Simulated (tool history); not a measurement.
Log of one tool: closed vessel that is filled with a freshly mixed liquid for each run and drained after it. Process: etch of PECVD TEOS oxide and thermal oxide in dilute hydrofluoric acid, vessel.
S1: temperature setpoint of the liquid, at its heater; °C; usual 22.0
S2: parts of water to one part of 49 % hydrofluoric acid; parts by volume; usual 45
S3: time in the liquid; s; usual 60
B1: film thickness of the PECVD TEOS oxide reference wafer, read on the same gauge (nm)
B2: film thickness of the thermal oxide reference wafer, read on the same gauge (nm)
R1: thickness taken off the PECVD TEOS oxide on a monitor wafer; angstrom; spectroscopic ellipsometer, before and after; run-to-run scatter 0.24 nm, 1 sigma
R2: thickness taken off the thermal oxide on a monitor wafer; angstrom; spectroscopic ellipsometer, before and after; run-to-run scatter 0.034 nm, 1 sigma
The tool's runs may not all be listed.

run	hour	S1	S2	S3	B1	B2	R1	R2
1	0.0	22.0	45	60	69.98	40.03	368.9	68.1
2	37.0	22.0	45	60	70.03	39.99	363.2	67.6
3	86.9	22.0	45	60	70.03	40.02	368.8	68.4
4	126.8	22.0	45	60	69.99	40.01	364.7	68.4
5	188.0	22.0	45	60	70.00	40.00	366.1	68.8
6	223.5	22.0	45	60	69.99	40.02	371.4	69.0
7	274.4	22.0	45	60	70.03	39.97	369.5	68.6
8	326.6	22.0	45	60	70.00	39.97	369.5	68.6
9	364.1	20.5	55	60	70.01	39.99	284.3	52.1
10	405.6	23.5	45	60	69.98	39.99	399.5	73.4
11	474.8	22.0	45	60	70.01	39.96	370.3	69.1
12	535.3	22.0	45	60	70.01	40.01	373.8	69.0
13	585.8	18.5	45	60	69.99	40.00	321.8	59.8
14	641.9	22.0	55	60	69.99	40.00	304.4	56.3
# hour 653.8: hydrofluoric acid flow meter replaced
15	680.7	24.0	65	50	69.99	39.98	239.8	44.3
16	729.7	22.0	50	45	69.99	39.98	263.3	49.2
17	822.0	22.0	45	60	70.03	39.99	394.7	73.2
# hour 865.4: hydrofluoric acid flow meter replaced, repeated, since the last time left the tool worse
18	887.7	19.0	55	90	70.03	40.00	377.8	70.5
# hour 923.3: gauge calibrated
# hour 949.2: thermometer replaced
19	950.1	17.5	55	35	70.00	40.02	136.1	25.7
20	991.3	19.0	45	85	69.99	39.99	441.1	82.3
21	1015.4	17.5	55	35	70.00	39.99	137.8	25.6
22	1083.4	19.0	45	75	70.01	40.01	391.6	73.0
23	1141.7	22.0	45	60	70.03	40.00	353.7	66.1
24	1184.9	22.0	45	60	69.99	39.99	358.4	66.4
25	1226.2	26.5	60	50	70.02	39.99	261.3	49.0

Here are 5 independent what-if runs from the current tool condition. What would each one return?
A	1226.9	22.0	45	60	?	?	?	?
B	1226.9	18.0	45	60	?	?	?	?
C	1226.9	19.0	65	85	?	?	?	?
D	1226.9	22.0	55	45	?	?	?	?
E	1226.9	25.0	45	45	?	?	?	?

run	B1	B2	R1	R2
A	70.00	39.99	357.7	66.0
B	70.00	39.99	301.6	55.7
C	70.00	39.99	301.8	55.7
D	70.00	39.99	216.8	40.0
E	70.00	39.99	303.8	56.1
Without the tool's unlogged condition, the same runs would have read:
run	R1	R2
A	353.9	65.3
B	298.4	55.1
C	298.6	55.1
D	214.5	39.6
E	300.6	55.5
